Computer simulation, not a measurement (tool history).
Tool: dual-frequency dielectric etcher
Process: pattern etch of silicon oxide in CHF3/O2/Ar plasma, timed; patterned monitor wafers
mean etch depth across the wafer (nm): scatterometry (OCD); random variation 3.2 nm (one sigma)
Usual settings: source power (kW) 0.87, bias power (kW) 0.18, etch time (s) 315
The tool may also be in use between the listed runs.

run,day,source power (kW),bias power (kW),etch time (s),"read-back reference wafer on the same gauge, depth_nm",mean etch depth across the wafer (nm)
1,0,0.87,0.18,315,672.4,683.8
2,0.396,0.87,0.18,315,672,681.4
3,1.125,0.87,0.18,315,672.9,676
4,1.533,0.87,0.18,315,673.5,673.3
5,1.85,0.87,0.18,285,673.6,614.1
6,2.392,0.87,0.18,315,672.8,672.6
# day 3.858: gauge calibrated
7,4.6,0.87,0.18,315,673.5,676.1
8,5.025,1.03,0.157,315,673.6,684.1
# day 5.504: source power generator calibrated
# day 6.308: wet clean of the chamber
9,6.329,0.66,0.202,315,672.5,715.9
10,6.346,0.87,0.206,220.5,673,544.7
11,6.754,0.87,0.18,315,673.7,748.7
12,7.396,0.77,0.196,376.5,673.6,879.6
13,7.708,0.81,0.18,315,672,732.8
14,8.396,0.87,0.18,315,673.6,748.4
15,8.692,0.87,0.18,388.5,672.9,914.6
16,9.162,0.87,0.18,315,673.8,741.2
# day 10.746: bias power generator calibrated
# day 10.792: upper electrode replaced
17,10.812,0.7,0.224,357,673.9,843.4
18,10.829,0.87,0.15,402,673.7,898.3
19,11.071,0.87,0.18,315,672.8,742.3
# day 12.521: wet clean of the chamber, repeated, since the last time left the tool worse
20,12.542,0.95,0.14,259,674.3,549.8
21,12.558,0.87,0.202,315,674.1,721.1
22,12.812,0.87,0.18,315,673.5,703.4
23,13.108,0.98,0.193,376,672.1,878.6
24,13.7,0.87,0.18,315,673.2,699
25,14.392,0.87,0.18,315,670.9,691.4
26,15.017,0.71,0.139,345.5,672.9,670.4
27,15.646,0.87,0.18,315,674.6,698.2
28,16.342,0.73,0.203,315,672.9,684.9
29,16.675,0.75,0.206,315,674.8,690.6
30,16.979,0.87,0.18,315,673.5,696.1

Hidden state or all else? Some run-to-run changes of mean etch depth across the wafer (nm), split into what the settings, what came in and random variation would give without the hidden state, and what is left for the hidden state (with any gauge scatter that isn't in both results):
The hidden state here: etch rate over this chamber's usual, %; source power that arrives over what is set, %; bias power that arrives over what is set, %; gauge reads high (%).
Run 8 -> 9: source power (kW) 1.03 -> 0.66, bias power (kW) 0.157 -> 0.202, source power generator calibrated, wet clean of the chamber. mean etch depth across the wafer (nm) +31.8: hidden state +71.5, all else -39.7.
Run 10 -> 11: bias power (kW) 0.206 -> 0.18, etch time (s) 220.5 -> 315. mean etch depth across the wafer (nm) +204: hidden state +12.8, all else +191.2.
Run 19 -> 20: source power (kW) 0.87 -> 0.95, bias power (kW) 0.18 -> 0.14, etch time (s) 315 -> 259, wet clean of the chamber, repeated, since the last time left the tool worse. mean etch depth across the wafer (nm) -192.5: hidden state -46.8, all else -145.7.
Run 23 -> 24: source power (kW) 0.98 -> 0.87, bias power (kW) 0.193 -> 0.18, etch time (s) 376 -> 315. mean etch depth across the wafer (nm) -179.6: hidden state +0.6, all else -180.2.
